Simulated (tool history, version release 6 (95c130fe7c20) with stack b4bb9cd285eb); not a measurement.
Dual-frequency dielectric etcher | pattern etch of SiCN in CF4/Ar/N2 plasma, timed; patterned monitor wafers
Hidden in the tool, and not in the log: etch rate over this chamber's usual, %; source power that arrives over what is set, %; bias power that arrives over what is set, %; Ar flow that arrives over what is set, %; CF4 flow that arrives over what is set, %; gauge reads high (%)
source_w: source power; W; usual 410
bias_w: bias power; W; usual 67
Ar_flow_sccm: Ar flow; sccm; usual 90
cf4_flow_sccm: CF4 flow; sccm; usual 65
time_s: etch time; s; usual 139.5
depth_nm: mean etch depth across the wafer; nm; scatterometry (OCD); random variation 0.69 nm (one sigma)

| run | hour | source_w | bias_w | Ar_flow_sccm | cf4_flow_sccm | time_s | wafers since the last listed run | hours since the last wet clean | hours since the last source power generator calibration | hours since the last bias power generator calibration | hours since the last Ar flow controller change | hours since the last CF4 flow controller change | hours since the last upper electrode change | hours since the gauge calibration | read-back reference wafer on the same gauge, depth_nm | depth_nm |
|---|---|---|---|---|---|---|---|---|---|---|---|---|---|---|---|---|
| 1 | 0.0 | 410 | 54 | 90 | 65 | 139.5 | 0 | 429.7 | 1779.4 | 3464.2 | 3736.7 | 4000.8 | 2509.5 | 409.2 | 92.0 | 99.9 |
| 2 | 56.0 | 410 | 54 | 90 | 65 | 139.5 | 636 | 485.7 | 1835.4 | 3520.2 | 3792.7 | 4056.8 | 2565.5 | 465.2 | 92.0 | 98.7 |
|  | 113.4 | wet clean of the chamber |
| 3 | 113.9 | 410 | 67 | 90 | 65 | 151.0 | 385 | 0.5 | 1893.3 | 3578.1 | 3850.6 | 4114.7 | 2623.4 | 523.1 | 91.9 | 116.3 |
| 4 | 173.5 | 410 | 67 | 90 | 65 | 151.0 | 677 | 60.1 | 1952.9 | 3637.7 | 3910.2 | 4174.3 | 2683.0 | 582.7 | 92.1 | 114.7 |
|  | 201.1 | gauge calibrated |
| 5 | 232.5 | 410 | 67 | 90 | 65 | 151.0 | 670 | 119.1 | 2011.9 | 3696.7 | 3969.2 | 4233.3 | 2742.0 | 31.4 | 91.9 | 115.6 |
| 6 | 297.0 | 410 | 67 | 90 | 65 | 139.5 | 733 | 183.6 | 2076.4 | 3761.2 | 4033.7 | 4297.8 | 2806.5 | 95.9 | 91.9 | 106.2 |
| 7 | 337.6 | 410 | 72 | 90 | 65 | 139.5 | 461 | 224.2 | 2117.0 | 3801.8 | 4074.3 | 4338.4 | 2847.1 | 136.5 | 92.0 | 106.6 |
|  | 388.4 | source power generator calibrated |
|  | 399.6 | bias power generator calibrated |
| 8 | 438.4 | 410 | 67 | 90 | 60 | 139.5 | 1054 | 325.0 | 50.0 | 38.8 | 4175.1 | 4439.2 | 2947.9 | 237.3 | 92.0 | 103.0 |
| 9 | 493.3 | 410 | 67 | 90 | 65 | 139.5 | 624 | 379.9 | 104.9 | 93.7 | 4230.0 | 4494.1 | 3002.8 | 292.2 | 92.0 | 104.6 |
| 10 | 571.6 | 380 | 59 | 90 | 58 | 139.5 | 890 | 458.2 | 183.2 | 172.0 | 4308.3 | 4572.4 | 3081.1 | 370.5 | 92.0 | 92.2 |
|  | 632.8 | CF4 flow controller replaced |
| 11 | 672.0 | 410 | 67 | 90 | 65 | 151.0 | 1073 | 558.6 | 283.6 | 272.4 | 4408.7 | 39.2 | 3181.5 | 470.9 | 91.9 | 110.8 |
| 12 | 718.3 | 410 | 67 | 90 | 65 | 121.5 | 526 | 604.9 | 329.9 | 318.7 | 4455.0 | 85.5 | 3227.8 | 517.2 | 92.0 | 89.6 |
|  | 768.0 | gauge calibrated |
|  | 782.8 | wet clean of the chamber |
| 13 | 788.5 | 410 | 67 | 98 | 65 | 139.5 | 525 | 5.7 | 400.1 | 388.9 | 4525.2 | 155.7 | 3298.0 | 20.5 | 91.9 | 107.7 |
|  | 832.9 | upper electrode replaced |
| 14 | 852.4 | 470 | 81 | 90 | 53 | 156.5 | 453 | 69.6 | 464.0 | 452.8 | 4589.1 | 219.6 | 19.5 | 84.4 | 92.1 | 134.2 |
|  | 877.5 | Ar flow controller replaced |
| 15 | 912.6 | 330 | 67 | 90 | 65 | 139.5 | 616 | 129.8 | 524.2 | 513.0 | 35.1 | 279.8 | 79.7 | 144.6 | 92.0 | 92.4 |
| 16 | 980.7 | 410 | 67 | 90 | 65 | 139.5 | 774 | 197.9 | 592.3 | 581.1 | 103.2 | 347.9 | 147.8 | 212.7 | 92.0 | 107.6 |
| 17 | 1020.2 | 410 | 67 | 90 | 59 | 139.5 | 449 | 237.4 | 631.8 | 620.6 | 142.7 | 387.4 | 187.3 | 252.2 | 91.9 | 104.1 |
| 18 | 1105.2 | 410 | 79 | 90 | 65 | 181.0 | 966 | 322.4 | 716.8 | 705.6 | 227.7 | 472.4 | 272.3 | 337.2 | 91.9 | 143.4 |

Forecast each of these 4 alternatives for the next run:
| A | 1105.7 | 410 | 67 | 90 | 65 | 139.5 | 5 | 322.9 | 717.3 | 706.1 | 228.2 | 472.9 | 272.8 | 337.7 | ? | ? |
| B | 1105.7 | 320 | 56 | 76 | 70 | 139.5 | 5 | 322.9 | 717.3 | 706.1 | 228.2 | 472.9 | 272.8 | 337.7 | ? | ? |
| C | 1105.7 | 410 | 67 | 90 | 70 | 139.5 | 5 | 322.9 | 717.3 | 706.1 | 228.2 | 472.9 | 272.8 | 337.7 | ? | ? |
| D | 1105.7 | 410 | 67 | 69 | 79 | 139.5 | 5 | 322.9 | 717.3 | 706.1 | 228.2 | 472.9 | 272.8 | 337.7 | ? | ? |

| run | read-back reference wafer on the same gauge, depth_nm | depth_nm |
|---|---|---|
| A | 91.9 | 106.0 |
| B | 91.9 | 87.3 |
| C | 91.9 | 107.8 |
| D | 91.9 | 113.2 |
Without the tool's hidden state the same runs would have given:
| run | depth_nm |
|---|---|
| A | 108.9 |
| B | 89.6 |
| C | 110.8 |
| D | 116.2 |
